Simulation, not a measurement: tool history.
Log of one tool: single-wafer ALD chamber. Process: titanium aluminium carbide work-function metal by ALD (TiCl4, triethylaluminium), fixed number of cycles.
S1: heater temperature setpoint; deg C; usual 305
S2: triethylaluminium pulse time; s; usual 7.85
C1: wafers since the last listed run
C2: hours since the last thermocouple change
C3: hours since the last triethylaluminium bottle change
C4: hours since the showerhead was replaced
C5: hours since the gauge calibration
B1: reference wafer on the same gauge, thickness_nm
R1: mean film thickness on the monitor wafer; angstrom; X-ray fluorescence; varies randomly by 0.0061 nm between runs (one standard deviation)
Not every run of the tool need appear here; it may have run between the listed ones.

Run 1, hour 0.0: usual settings; C1 0; C2 43.3; C3 428.8; C4 3017.5; C5 346.5; B1 2.000. Result: R1 19.64 angstrom.
Run 2, hour 32.0: usual settings but S1 313 deg C; C1 263; C2 75.3; C3 460.8; C4 3049.5; C5 378.5; B1 1.999. Result: R1 20.15 angstrom.
Run 3, hour 59.0: usual settings but S1 313 deg C; C1 222; C2 102.3; C3 487.8; C4 3076.5; C5 405.5; B1 1.997. Result: R1 20.18 angstrom.
Run 4, hour 129.4: usual settings but S1 299 deg C, S2 8.59 s; C1 579; C2 172.7; C3 558.2; C4 3146.9; C5 475.9; B1 2.001. Result: R1 19.52 angstrom.
Run 5, hour 182.5: usual settings but S1 299 deg C, S2 8.59 s; C1 437; C2 225.8; C3 611.3; C4 3200.0; C5 529.0; B1 1.996. Result: R1 19.46 angstrom.
Run 6, hour 251.8: usual settings but S1 299 deg C, S2 8.59 s; C1 570; C2 295.1; C3 680.6; C4 3269.3; C5 598.3; B1 2.003. Result: R1 19.36 angstrom.
Run 7, hour 277.2: usual settings; C1 209; C2 320.5; C3 706.0; C4 3294.7; C5 623.7; B1 2.003. Result: R1 19.41 angstrom.
Run 8, hour 345.8: usual settings; C1 564; C2 389.1; C3 774.6; C4 3363.3; C5 692.3; B1 2.001. Result: R1 19.37 angstrom.
Run 9, hour 388.3: usual settings but S1 317 deg C, S2 6.48 s; C1 349; C2 431.6; C3 817.1; C4 3405.8; C5 734.8; B1 1.997. Result: R1 19.02 angstrom.
Run 10, hour 442.7: usual settings but S1 317 deg C, S2 6.48 s; C1 447; C2 486.0; C3 871.5; C4 3460.2; C5 789.2; B1 2.002. Result: R1 18.98 angstrom.
Run 11, hour 510.9: usual settings but S1 317 deg C, S2 6.48 s; C1 561; C2 554.2; C3 939.7; C4 3528.4; C5 857.4; B1 2.002. Result: R1 18.84 angstrom.
Run 12, hour 576.3: usual settings; C1 538; C2 619.6; C3 1005.1; C4 3593.8; C5 922.8; B1 2.001. Result: R1 19.17 angstrom.
Run 13, hour 600.7: usual settings but S1 317 deg C; C1 200; C2 644.0; C3 1029.5; C4 3618.2; C5 947.2; B1 2.001. Result: R1 20.09 angstrom.
Run 14, hour 662.2: usual settings but S1 317 deg C; C1 506; C2 705.5; C3 1091.0; C4 3679.7; C5 1008.7; B1 2.000. Result: R1 19.93 angstrom.
Run 15, hour 714.1: usual settings but S1 310 deg C; C1 427; C2 757.4; C3 1142.9; C4 3731.6; C5 1060.6; B1 2.002. Result: R1 19.36 angstrom.
Run 16, hour 755.8: usual settings but S1 318 deg C, S2 9.56 s; C1 343; C2 799.1; C3 1184.6; C4 3773.3; C5 1102.3; B1 2.001. Result: R1 20.85 angstrom.
Run 17, hour 794.1: usual settings but S2 6.77 s; C1 315; C2 837.4; C3 1222.9; C4 3811.6; C5 1140.6; B1 2.001. Result: R1 18.10 angstrom.
Run 18, hour 830.1: usual settings; C1 296; C2 873.4; C3 1258.9; C4 3847.6; C5 1176.6; B1 2.001. Result: R1 18.92 angstrom.
Run 19, hour 863.4: usual settings; C1 274; C2 906.7; C3 1292.2; C4 3880.9; C5 1209.9; B1 2.002. Result: R1 18.89 angstrom.
At hour 893.5: gauge calibrated.
Run 20, hour 895.2: usual settings but S1 295 deg C, S2 6.57 s; C1 261; C2 938.5; C3 1324.0; C4 3912.7; C5 1.7; B1 2.001. Result: R1 17.17 angstrom.
At hour 958.8: showerhead replaced.
Run 21, hour 961.0: usual settings but S2 6.17 s; C1 475; C2 1004.3; C3 1389.8; C4 2.2; C5 67.5; B1 2.003. Result: R1 17.32 angstrom.
Run 22, hour 999.9: usual settings but S1 299 deg C, S2 4.91 s; C1 320; C2 1043.2; C3 1428.7; C4 41.1; C5 106.4; B1 2.000. Result: R1 14.98 angstrom.
Run 23, hour 1034.9: usual settings but S1 292 deg C, S2 4.90 s; C1 288; C2 1078.2; C3 1463.7; C4 76.1; C5 141.4; B1 1.998. Result: R1 14.60 angstrom.
Run 24, hour 1087.7: usual settings but S1 291 deg C, S2 5.97 s; C1 434; C2 1131.0; C3 1516.5; C4 128.9; C5 194.2; B1 2.000. Result: R1 16.04 angstrom.
At hour 1126.9: thermocouple changed; heater temperature recalibrated.
Run 25, hour 1127.4: usual settings but S1 294 deg C, S2 5.50 s; C1 260; C2 0.5; C3 1556.2; C4 168.6; C5 233.9; B1 2.000. Result: R1 15.81 angstrom.
At hour 1146.9: triethylaluminium bottle replaced.
Run 26, hour 1185.3: usual settings but S1 319 deg C, S2 10.54 s; C1 410; C2 58.4; C3 38.4; C4 226.5; C5 291.8; B1 2.002. Result: R1 21.70 angstrom.
Run 27, hour 1226.8: usual settings but S1 300 deg C, S2 10.58 s; C1 341; C2 99.9; C3 79.9; C4 268.0; C5 333.3; B1 2.001. Result: R1 20.19 angstrom.
Run 28, hour 1271.1: usual settings but S2 5.72 s; C1 364; C2 144.2; C3 124.2; C4 312.3; C5 377.6; B1 2.002. Result: R1 17.67 angstrom.
Run 29, hour 1321.7: usual settings but S1 319 deg C, S2 8.69 s; C1 416; C2 194.8; C3 174.8; C4 362.9; C5 428.2; B1 1.999. Result: R1 21.16 angstrom.
Run 30, hour 1364.7: usual settings; C1 353; C2 237.8; C3 217.8; C4 405.9; C5 471.2; B1 1.999. Result: R1 19.48 angstrom.
Run 31, hour 1405.1: usual settings; C1 332; C2 278.2; C3 258.2; C4 446.3; C5 511.6; B1 1.998. Result: R1 19.53 angstrom.
Run 32, hour 1471.6: usual settings but S1 309 deg C; C1 547; C2 344.7; C3 324.7; C4 512.8; C5 578.1; B1 2.000. Result: R1 19.73 angstrom.

Below are 5 alternative next runs, each starting from the tool's condition after run 32. Predict each:
Run A, hour 1472.0: usual settings; C1 3; C2 345.1; C3 325.1; C4 513.2; C5 578.5; B1 ?. Result: R1 ?.
Run B, hour 1472.0: usual settings but S2 6.16 s; C1 3; C2 345.1; C3 325.1; C4 513.2; C5 578.5; B1 ?. Result: R1 ?.
Run C, hour 1472.0: usual settings but S1 311 deg C; C1 3; C2 345.1; C3 325.1; C4 513.2; C5 578.5; B1 ?. Result: R1 ?.
Run D, hour 1472.0: usual settings but S1 292 deg C, S2 9.55 s; C1 3; C2 345.1; C3 325.1; C4 513.2; C5 578.5; B1 ?. Result: R1 ?.
Run E, hour 1472.0: usual settings but S1 314 deg C, S2 9.99 s; C1 3; C2 345.1; C3 325.1; C4 513.2; C5 578.5; B1 ?. Result: R1 ?.

run     B1     R1
  A  1.999  19.34
  B  1.999  17.92
  C  1.999  19.78
  D  1.999  19.12
  E  1.999  20.92
With the hidden condition removed and each run's random variation left untouched, the same runs would have given:
run     R1
  A  19.70
  B  18.36
  C  20.14
  D  19.40
  E  21.20
